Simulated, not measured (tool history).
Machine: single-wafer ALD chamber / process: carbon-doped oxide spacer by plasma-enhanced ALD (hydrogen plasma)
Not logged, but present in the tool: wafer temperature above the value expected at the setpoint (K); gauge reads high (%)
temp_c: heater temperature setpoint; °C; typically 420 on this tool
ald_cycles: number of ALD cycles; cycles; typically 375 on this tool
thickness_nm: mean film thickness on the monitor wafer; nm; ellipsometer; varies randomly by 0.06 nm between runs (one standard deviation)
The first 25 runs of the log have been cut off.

run	hour	temp_c	ald_cycles	wafers since the last listed run	hours since the last thermocouple change	hours since the gauge calibration	read-back reference wafer on the same gauge, thickness_nm	thickness_nm
# hour 1760.0: gauge calibrated
26	1822.5	428	375	59	524.3	62.5	16.599	17.820
27	1891.0	427	339	59	592.8	131.0	16.603	16.114
28	1945.5	425	326	47	647.3	185.5	16.604	15.679
29	2008.9	426	409	54	710.7	248.9	16.597	19.638
30	2115.4	408	329	92	817.2	355.4	16.607	16.640
31	2219.0	420	375	89	920.8	459.0	16.615	18.375
# hour 2302.3: thermocouple changed; heater temperature recalibrated
32	2313.7	407	396	75	11.4	553.7	16.605	19.591
33	2403.7	433	375	77	101.4	643.7	16.602	17.546

Branching from run 33: 4 alternative next runs. What would each branch give?
A	2404.7	406	375	0	102.4	644.7	?	?
B	2404.7	433	449	0	102.4	644.7	?	?
C	2404.7	413	325	0	102.4	644.7	?	?
D	2404.7	430	338	0	102.4	644.7	?	?

run	read-back reference wafer on the same gauge, thickness_nm	thickness_nm
A	16.596	18.737
B	16.596	20.804
C	16.596	15.933
D	16.596	15.797
The same runs, with their run-to-run variation unchanged, on a tool lacking any hidden condition would have given:
run	thickness_nm
A	18.665
B	20.717
C	15.870
D	15.732
